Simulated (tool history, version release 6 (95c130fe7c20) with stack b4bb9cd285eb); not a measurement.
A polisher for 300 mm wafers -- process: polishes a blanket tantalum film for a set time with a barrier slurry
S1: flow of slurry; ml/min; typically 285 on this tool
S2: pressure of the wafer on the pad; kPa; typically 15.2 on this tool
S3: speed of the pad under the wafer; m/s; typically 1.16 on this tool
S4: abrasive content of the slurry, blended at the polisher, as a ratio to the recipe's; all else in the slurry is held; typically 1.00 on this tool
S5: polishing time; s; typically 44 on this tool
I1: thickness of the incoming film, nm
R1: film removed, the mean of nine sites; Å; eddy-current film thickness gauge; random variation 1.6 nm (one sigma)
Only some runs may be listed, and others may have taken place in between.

{"run": 1, "hour": 0.0, "S1": 240, "S2": 15.2, "S3": 1.16, "S4": 1.0, "S5": 44, "I1": 346.5, "R1": 1083}
{"run": 2, "hour": 109.8, "S1": 240, "S2": 15.2, "S3": 1.16, "S4": 1.0, "S5": 44, "I1": 345.9, "R1": 1003}
{"hour": 142.8, "done": "slurry nozzle cleaned"}
{"hour": 157.4, "done": "worn pad replaced by a new one"}
{"hour": 265.6, "done": "slurry blender recalibrated"}
{"hour": 267.0, "done": "head pressure recalibrated"}
{"run": 3, "hour": 389.4, "S1": 240, "S2": 15.2, "S3": 1.16, "S4": 1.0, "S5": 44, "I1": 354.1, "R1": 1069}
{"run": 4, "hour": 494.4, "S1": 285, "S2": 12.4, "S3": 1.16, "S4": 1.2, "S5": 44, "I1": 349.0, "R1": 917}
{"run": 5, "hour": 586.4, "S1": 285, "S2": 12.4, "S3": 1.16, "S4": 1.2, "S5": 44, "I1": 347.8, "R1": 935}
{"hour": 637.3, "done": "slurry nozzle cleaned"}
{"run": 6, "hour": 676.1, "S1": 285, "S2": 15.2, "S3": 1.36, "S4": 1.0, "S5": 44, "I1": 355.0, "R1": 1346}
{"hour": 738.3, "done": "worn pad replaced by a new one"}
{"run": 7, "hour": 738.8, "S1": 285, "S2": 15.2, "S3": 1.36, "S4": 1.0, "S5": 44, "I1": 348.7, "R1": 1329}
{"hour": 830.1, "done": "slurry blender recalibrated"}
{"run": 8, "hour": 834.0, "S1": 285, "S2": 15.2, "S3": 1.36, "S4": 1.0, "S5": 44, "I1": 353.0, "R1": 1317}
{"run": 9, "hour": 938.0, "S1": 340, "S2": 15.2, "S3": 1.16, "S4": 1.15, "S5": 44, "I1": 350.2, "R1": 1150}
{"run": 10, "hour": 1044.8, "S1": 285, "S2": 15.2, "S3": 1.16, "S4": 1.0, "S5": 44, "I1": 351.4, "R1": 1088}
{"run": 11, "hour": 1139.1, "S1": 285, "S2": 15.2, "S3": 1.16, "S4": 1.0, "S5": 44, "I1": 353.9, "R1": 1083}
{"hour": 1184.0, "done": "slurry nozzle cleaned"}
{"run": 12, "hour": 1193.7, "S1": 285, "S2": 15.2, "S3": 1.16, "S4": 0.8, "S5": 44, "I1": 350.2, "R1": 1078}
{"hour": 1268.9, "done": "worn pad replaced by a new one"}
{"run": 13, "hour": 1273.0, "S1": 285, "S2": 15.2, "S3": 1.16, "S4": 0.8, "S5": 44, "I1": 351.2, "R1": 1090}
{"run": 14, "hour": 1352.3, "S1": 240, "S2": 15.2, "S3": 1.16, "S4": 1.0, "S5": 44, "I1": 347.4, "R1": 1094}
{"hour": 1373.4, "done": "slurry blender recalibrated"}
{"run": 15, "hour": 1402.8, "S1": 285, "S2": 15.2, "S3": 0.84, "S4": 1.1, "S5": 44, "I1": 352.9, "R1": 834}
{"run": 16, "hour": 1443.8, "S1": 250, "S2": 10.3, "S3": 1.16, "S4": 1.0, "S5": 44, "I1": 351.8, "R1": 758}
{"run": 17, "hour": 1527.7, "S1": 285, "S2": 15.2, "S3": 1.16, "S4": 1.0, "S5": 44, "I1": 346.4, "R1": 1119}
{"hour": 1568.4, "done": "head pressure recalibrated"}
{"run": 18, "hour": 1610.2, "S1": 215, "S2": 11.7, "S3": 1.16, "S4": 0.9, "S5": 48, "I1": 345.4, "R1": 862}
{"run": 19, "hour": 1650.0, "S1": 320, "S2": 9.7, "S3": 1.16, "S4": 1.0, "S5": 52, "I1": 350.0, "R1": 824}
{"hour": 1689.8, "done": "slurry nozzle cleaned"}
{"run": 20, "hour": 1714.6, "S1": 285, "S2": 15.2, "S3": 1.16, "S4": 1.0, "S5": 44, "I1": 346.5, "R1": 1125}
{"hour": 1728.1, "done": "worn pad replaced by a new one"}
{"run": 21, "hour": 1822.2, "S1": 215, "S2": 15.2, "S3": 0.82, "S4": 1.0, "S5": 44, "I1": 348.0, "R1": 778}
{"hour": 1856.4, "done": "slurry blender recalibrated"}
{"run": 22, "hour": 1875.4, "S1": 335, "S2": 11.7, "S3": 1.16, "S4": 1.1, "S5": 44, "I1": 351.6, "R1": 904}
{"run": 23, "hour": 1930.3, "S1": 325, "S2": 20.0, "S3": 1.16, "S4": 1.15, "S5": 44, "I1": 348.7, "R1": 1515}
{"run": 24, "hour": 1993.5, "S1": 285, "S2": 15.2, "S3": 1.16, "S4": 1.0, "S5": 39, "I1": 349.9, "R1": 997}
{"run": 25, "hour": 2089.7, "S1": 360, "S2": 18.6, "S3": 1.34, "S4": 0.8, "S5": 44, "I1": 357.7, "R1": 1540}

Predict the results of run 26:
{"hour": 2148.2, "done": "slurry nozzle cleaned"}
{"run": 26, "hour": 2169.3, "S1": 285, "S2": 15.2, "S3": 1.48, "S4": 1.0, "S5": 50, "I1": 344.6, "R1": "?"}

Run 26 gave R1 1616 Å.
Had the tool carried no hidden state, the very same run would have given R1 1619 Å.

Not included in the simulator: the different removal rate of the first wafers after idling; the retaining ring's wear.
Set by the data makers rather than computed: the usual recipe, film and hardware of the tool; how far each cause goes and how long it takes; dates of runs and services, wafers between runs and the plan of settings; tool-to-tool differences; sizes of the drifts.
